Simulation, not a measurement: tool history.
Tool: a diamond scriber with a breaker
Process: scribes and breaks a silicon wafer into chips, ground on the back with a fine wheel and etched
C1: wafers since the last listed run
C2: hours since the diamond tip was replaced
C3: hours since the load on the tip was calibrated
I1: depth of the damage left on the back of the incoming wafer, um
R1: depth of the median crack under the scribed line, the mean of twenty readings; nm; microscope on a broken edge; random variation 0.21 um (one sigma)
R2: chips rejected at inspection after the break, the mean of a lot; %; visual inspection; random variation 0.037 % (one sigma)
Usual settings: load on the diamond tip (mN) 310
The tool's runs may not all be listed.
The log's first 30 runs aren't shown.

-- hour=450.6 diamond tip replaced by a new one
run 31 hour=468.2 | load_on_the_diamond_tip_(mN)=379 | C1=82 C2=17.6 C3=261.3 | I1=0.39 | R1=13540 R2=2.84
run 32 hour=477.4 | load_on_the_diamond_tip_(mN)=370 | C1=15 C2=26.8 C3=270.5 | I1=0.45 | R1=13560 R2=2.47
run 33 hour=489.1 | load_on_the_diamond_tip_(mN)=310 | C1=19 C2=38.5 C3=282.2 | I1=0.58 | R1=11600 R2=0.50
run 34 hour=495.7 | load_on_the_diamond_tip_(mN)=280 | C1=11 C2=45.1 C3=288.8 | I1=0.74 | R1=10570 R2=1.02
run 35 hour=513.3 | load_on_the_diamond_tip_(mN)=348 | C1=29 C2=62.7 C3=306.4 | I1=0.44 | R1=12640 R2=1.26
run 36 hour=529.1 | load_on_the_diamond_tip_(mN)=310 | C1=26 C2=78.5 C3=322.2 | I1=0.50 | R1=11430 R2=0.49
run 37 hour=535.1 | load_on_the_diamond_tip_(mN)=310 | C1=10 C2=84.5 C3=328.2 | I1=0.71 | R1=11710 R2=0.48
run 38 hour=543.0 | load_on_the_diamond_tip_(mN)=276 | C1=13 C2=92.4 C3=336.1 | I1=0.50 | R1=10970 R2=1.25
run 39 hour=553.1 | load_on_the_diamond_tip_(mN)=283 | C1=17 C2=102.5 C3=346.2 | I1=0.68 | R1=10800 R2=0.98
run 40 hour=566.0 | load_on_the_diamond_tip_(mN)=310 | C1=21 C2=115.4 C3=359.1 | I1=0.68 | R1=11560 R2=0.53
run 41 hour=573.9 | load_on_the_diamond_tip_(mN)=350 | C1=13 C2=123.3 C3=367.0 | I1=0.41 | R1=13010 R2=1.45
run 42 hour=581.7 | load_on_the_diamond_tip_(mN)=402 | C1=13 C2=131.1 C3=374.8 | I1=0.35 | R1=13990 R2=4.49
run 43 hour=590.6 | load_on_the_diamond_tip_(mN)=232 | C1=15 C2=140.0 C3=383.7 | I1=0.79 | R1=9500 R2=5.73

3 ways to go on from here, each from the tool as it stands after run 43. What would each give?
run A hour=591.3 | load_on_the_diamond_tip_(mN)=310 | C1=1 C2=140.7 C3=384.4 | I1=0.43 | R1=? R2=?
run B hour=591.3 | load_on_the_diamond_tip_(mN)=275 | C1=1 C2=140.7 C3=384.4 | I1=0.43 | R1=? R2=?
run C hour=591.3 | load_on_the_diamond_tip_(mN)=358 | C1=1 C2=140.7 C3=384.4 | I1=0.43 | R1=? R2=?

run=A R1=11600 R2=0.49
run=B R1=10620 R2=1.35
run=C R1=12890 R2=1.70
Without the tool's hidden state the same runs would have given:
run=A R1=11600 R2=0.49
run=B R1=10620 R2=1.35
run=C R1=12890 R2=1.70
